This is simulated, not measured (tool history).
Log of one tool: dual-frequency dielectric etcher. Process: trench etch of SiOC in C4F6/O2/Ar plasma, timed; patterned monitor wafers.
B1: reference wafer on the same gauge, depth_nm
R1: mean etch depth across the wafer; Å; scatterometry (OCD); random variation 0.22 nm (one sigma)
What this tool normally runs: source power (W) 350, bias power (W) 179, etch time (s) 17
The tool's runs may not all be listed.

run 1 hour=0 | source_power_(W)=350 bias_power_(W)=158 etch_time_(s)=17 | B1=35.59 | R1=346.4
run 2 hour=67.1 | source_power_(W)=350 bias_power_(W)=158 etch_time_(s)=17 | B1=35.59 | R1=352.2
run 3 hour=95.2 | source_power_(W)=300 bias_power_(W)=179 etch_time_(s)=17 | B1=35.59 | R1=342.5
run 4 hour=140.4 | source_power_(W)=300 bias_power_(W)=179 etch_time_(s)=17 | B1=35.61 | R1=349
run 5 hour=190.4 | source_power_(W)=300 bias_power_(W)=179 etch_time_(s)=17 | B1=35.58 | R1=353.1
run 6 hour=253.2 | source_power_(W)=350 bias_power_(W)=179 etch_time_(s)=17 | B1=35.62 | R1=372.8
run 7 hour=302.2 | source_power_(W)=350 bias_power_(W)=179 etch_time_(s)=17 | B1=35.61 | R1=371.8
run 8 hour=370 | source_power_(W)=350 bias_power_(W)=179 etch_time_(s)=17 | B1=35.56 | R1=380.1
-- hour=451.9 wet clean of the chamber
run 9 hour=452.4 | source_power_(W)=350 bias_power_(W)=165 etch_time_(s)=17 | B1=35.6 | R1=354
run 10 hour=484.3 | source_power_(W)=350 bias_power_(W)=165 etch_time_(s)=17 | B1=35.6 | R1=359.7
run 11 hour=547.7 | source_power_(W)=350 bias_power_(W)=165 etch_time_(s)=17 | B1=35.61 | R1=359.3
-- hour=601.9 source power generator calibrated
-- hour=618.1 upper electrode replaced
run 12 hour=618.6 | source_power_(W)=350 bias_power_(W)=179 etch_time_(s)=17 | B1=35.6 | R1=366.9
run 13 hour=658.8 | source_power_(W)=380 bias_power_(W)=206 etch_time_(s)=17 | B1=35.61 | R1=398.1
run 14 hour=691.1 | source_power_(W)=380 bias_power_(W)=206 etch_time_(s)=17 | B1=35.58 | R1=402
run 15 hour=729.1 | source_power_(W)=350 bias_power_(W)=179 etch_time_(s)=19.5 | B1=35.57 | R1=427.9
run 16 hour=791.2 | source_power_(W)=270 bias_power_(W)=179 etch_time_(s)=17 | B1=35.65 | R1=341.4
run 17 hour=837.9 | source_power_(W)=350 bias_power_(W)=146 etch_time_(s)=21.5 | B1=35.61 | R1=454.4
run 18 hour=877.2 | source_power_(W)=330 bias_power_(W)=193 etch_time_(s)=17 | B1=35.59 | R1=377.7
-- hour=912 bias power generator calibrated
-- hour=938.9 wet clean of the chamber
run 19 hour=939.4 | source_power_(W)=410 bias_power_(W)=179 etch_time_(s)=17 | B1=35.56 | R1=382.3
run 20 hour=1005.5 | source_power_(W)=270 bias_power_(W)=143 etch_time_(s)=18.5 | B1=35.59 | R1=337.1
run 21 hour=1070.2 | source_power_(W)=350 bias_power_(W)=157 etch_time_(s)=17 | B1=35.58 | R1=357.5
-- hour=1081.1 gauge calibrated
run 22 hour=1102.3 | source_power_(W)=350 bias_power_(W)=179 etch_time_(s)=17 | B1=35.6 | R1=368.7
run 23 hour=1159.5 | source_power_(W)=290 bias_power_(W)=179 etch_time_(s)=19 | B1=35.62 | R1=384.2
run 24 hour=1224.5 | source_power_(W)=350 bias_power_(W)=146 etch_time_(s)=17 | B1=35.62 | R1=356.7
run 25 hour=1259.6 | source_power_(W)=260 bias_power_(W)=218 etch_time_(s)=19 | B1=35.56 | R1=394
run 26 hour=1319.6 | source_power_(W)=440 bias_power_(W)=140 etch_time_(s)=22 | B1=35.6 | R1=500.9
-- hour=1396.5 wet clean of the chamber
run 27 hour=1397 | source_power_(W)=350 bias_power_(W)=161 etch_time_(s)=14.5 | B1=35.63 | R1=297.9
run 28 hour=1441.5 | source_power_(W)=410 bias_power_(W)=210 etch_time_(s)=19.5 | B1=35.58 | R1=468.4
run 29 hour=1476.1 | source_power_(W)=350 bias_power_(W)=179 etch_time_(s)=17 | B1=35.61 | R1=364.4
run 30 hour=1546.5 | source_power_(W)=350 bias_power_(W)=179 etch_time_(s)=17 | B1=35.63 | R1=368

Forecast each of these 4 alternatives for the next run:
run A hour=1546.9 | source_power_(W)=350 bias_power_(W)=179 etch_time_(s)=15.5 | B1=? | R1=?
run B hour=1546.9 | source_power_(W)=380 bias_power_(W)=179 etch_time_(s)=17 | B1=? | R1=?
run C hour=1546.9 | source_power_(W)=350 bias_power_(W)=215 etch_time_(s)=14.5 | B1=? | R1=?
run D hour=1546.9 | source_power_(W)=280 bias_power_(W)=179 etch_time_(s)=17 | B1=? | R1=?

run=A B1=35.58 R1=332.9
run=B B1=35.58 R1=376.9
run=C B1=35.58 R1=328.4
run=D B1=35.58 R1=335.2
The same runs, with their run-to-run variation unchanged, on a tool lacking any hidden condition would have given:
run=A R1=327.8
run=B R1=371.1
run=C R1=323.4
run=D R1=330.1

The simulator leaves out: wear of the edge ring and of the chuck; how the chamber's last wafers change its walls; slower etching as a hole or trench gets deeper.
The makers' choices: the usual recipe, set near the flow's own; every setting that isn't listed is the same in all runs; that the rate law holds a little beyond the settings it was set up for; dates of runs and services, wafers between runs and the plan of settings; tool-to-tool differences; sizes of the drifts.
